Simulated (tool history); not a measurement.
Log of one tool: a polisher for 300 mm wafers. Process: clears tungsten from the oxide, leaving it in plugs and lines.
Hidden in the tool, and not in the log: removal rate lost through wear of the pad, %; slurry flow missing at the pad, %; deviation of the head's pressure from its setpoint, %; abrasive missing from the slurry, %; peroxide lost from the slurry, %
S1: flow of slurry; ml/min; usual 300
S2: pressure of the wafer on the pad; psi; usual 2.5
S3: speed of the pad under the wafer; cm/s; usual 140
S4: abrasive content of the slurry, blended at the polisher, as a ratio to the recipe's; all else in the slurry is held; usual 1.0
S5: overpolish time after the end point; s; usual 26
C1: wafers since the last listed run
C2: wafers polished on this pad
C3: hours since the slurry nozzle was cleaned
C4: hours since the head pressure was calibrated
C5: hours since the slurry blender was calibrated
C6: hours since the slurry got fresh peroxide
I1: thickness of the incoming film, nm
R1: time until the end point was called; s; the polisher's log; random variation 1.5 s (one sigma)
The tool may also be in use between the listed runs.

Run 1, hour 0.0: usual settings; C1 0; C2 201; C3 407.7; C4 1183.7; C5 81.7; C6 53.7; I1 581.6. Result: R1 142.2 s.
Run 2, hour 13.3: usual settings but S1 350 ml/min, S3 172 cm/s; C1 64; C2 265; C3 421.0; C4 1197.0; C5 95.0; C6 67.0; I1 590.5. Result: R1 113.1 s.
Run 3, hour 22.0: usual settings but S1 350 ml/min, S3 172 cm/s; C1 42; C2 307; C3 429.7; C4 1205.7; C5 103.7; C6 75.7; I1 586.9. Result: R1 115.8 s.
Run 4, hour 34.5: usual settings but S1 350 ml/min, S3 172 cm/s; C1 60; C2 367; C3 442.2; C4 1218.2; C5 116.2; C6 88.2; I1 589.0. Result: R1 115.8 s.
Run 5, hour 41.6: usual settings; C1 34; C2 402; C3 449.3; C4 1225.3; C5 123.3; C6 95.3; I1 590.5. Result: R1 144.8 s.
Run 6, hour 50.0: usual settings; C1 40; C2 442; C3 457.7; C4 1233.7; C5 131.7; C6 103.7; I1 594.6. Result: R1 148.5 s.
Run 7, hour 63.9: usual settings; C1 67; C2 509; C3 471.6; C4 1247.6; C5 145.6; C6 117.6; I1 591.7. Result: R1 151.7 s.
Run 8, hour 79.0: usual settings but S5 30 s; C1 72; C2 582; C3 486.7; C4 1262.7; C5 160.7; C6 132.7; I1 582.3. Result: R1 148.8 s.
At hour 112.4: slurry blender recalibrated.
Run 9, hour 115.4: usual settings but S2 2.2 psi; C1 166; C2 748; C3 523.1; C4 1299.1; C5 3.0; C6 169.1; I1 587.0. Result: R1 163.1 s.
At hour 123.8: slurry tank refilled with fresh slurry and peroxide.
Run 10, hour 124.8: usual settings; C1 40; C2 789; C3 532.5; C4 1308.5; C5 12.4; C6 1.0; I1 595.1. Result: R1 138.2 s.
Run 11, hour 131.1: usual settings; C1 30; C2 819; C3 538.8; C4 1314.8; C5 18.7; C6 7.3; I1 592.8. Result: R1 139.2 s.
Run 12, hour 144.0: usual settings but S1 360 ml/min, S2 3.0 psi, S3 124 cm/s; C1 62; C2 882; C3 551.7; C4 1327.7; C5 31.6; C6 20.2; I1 577.6. Result: R1 128.5 s.
Run 13, hour 157.7: usual settings; C1 66; C2 948; C3 565.4; C4 1341.4; C5 45.3; C6 33.9; I1 593.1. Result: R1 141.7 s.
At hour 164.9: slurry nozzle cleaned.
Run 14, hour 171.6: usual settings but S1 240 ml/min; C1 62; C2 1010; C3 6.7; C4 1355.3; C5 59.2; C6 47.8; I1 595.2. Result: R1 147.1 s.
Run 15, hour 183.5: usual settings but S2 2.0 psi, S5 12 s; C1 57; C2 1068; C3 18.6; C4 1367.2; C5 71.1; C6 59.7; I1 587.0. Result: R1 172.0 s.
At hour 187.4: head pressure recalibrated.
Run 16, hour 195.7: usual settings but S5 13 s; C1 49; C2 1117; C3 30.8; C4 8.3; C5 83.3; C6 71.9; I1 581.6. Result: R1 141.5 s.
Run 17, hour 203.0: usual settings but S1 260 ml/min; C1 35; C2 1152; C3 38.1; C4 15.6; C5 90.6; C6 79.2; I1 581.4. Result: R1 144.3 s.
At hour 209.1: worn pad replaced by a new one.
Run 18, hour 220.5: usual settings but S3 124 cm/s, S5 19 s; C1 65; C2 55; C3 55.6; C4 33.1; C5 108.1; C6 96.7; I1 598.5. Result: R1 169.8 s.
Run 19, hour 232.5: usual settings but S1 405 ml/min, S2 1.6 psi, S3 126 cm/s, S5 31 s; C1 57; C2 113; C3 67.6; C4 45.1; C5 120.1; C6 108.7; I1 591.4. Result: R1 245.4 s.
Run 20, hour 238.8: usual settings but S1 250 ml/min, S5 21 s; C1 30; C2 143; C3 73.9; C4 51.4; C5 126.4; C6 115.0; I1 592.0. Result: R1 152.0 s.
Run 21, hour 247.6: usual settings; C1 42; C2 186; C3 82.7; C4 60.2; C5 135.2; C6 123.8; I1 592.4. Result: R1 148.9 s.
Run 22, hour 262.3: usual settings but S4 1.2; C1 71; C2 257; C3 97.4; C4 74.9; C5 149.9; C6 138.5; I1 588.6. Result: R1 147.1 s.

3 ways to go on from here, each from the tool as it stands after run 22. What would each give?
Run A, hour 262.8: usual settings; C1 2; C2 259; C3 97.9; C4 75.4; C5 150.4; C6 139.0; I1 594.4. Result: R1 ?.
Run B, hour 262.8: usual settings but S1 340 ml/min, S2 3.0 psi, S3 154 cm/s, S4 0.8; C1 2; C2 259; C3 97.9; C4 75.4; C5 150.4; C6 139.0; I1 594.4. Result: R1 ?.
Run C, hour 262.8: usual settings but S3 180 cm/s; C1 2; C2 259; C3 97.9; C4 75.4; C5 150.4; C6 139.0; I1 594.4. Result: R1 ?.

run     R1
  A  149.5
  B  118.0
  C  116.3
Without the tool's hidden state the same runs would have given:
run     R1
  A  134.1
  B  106.0
  C  104.3

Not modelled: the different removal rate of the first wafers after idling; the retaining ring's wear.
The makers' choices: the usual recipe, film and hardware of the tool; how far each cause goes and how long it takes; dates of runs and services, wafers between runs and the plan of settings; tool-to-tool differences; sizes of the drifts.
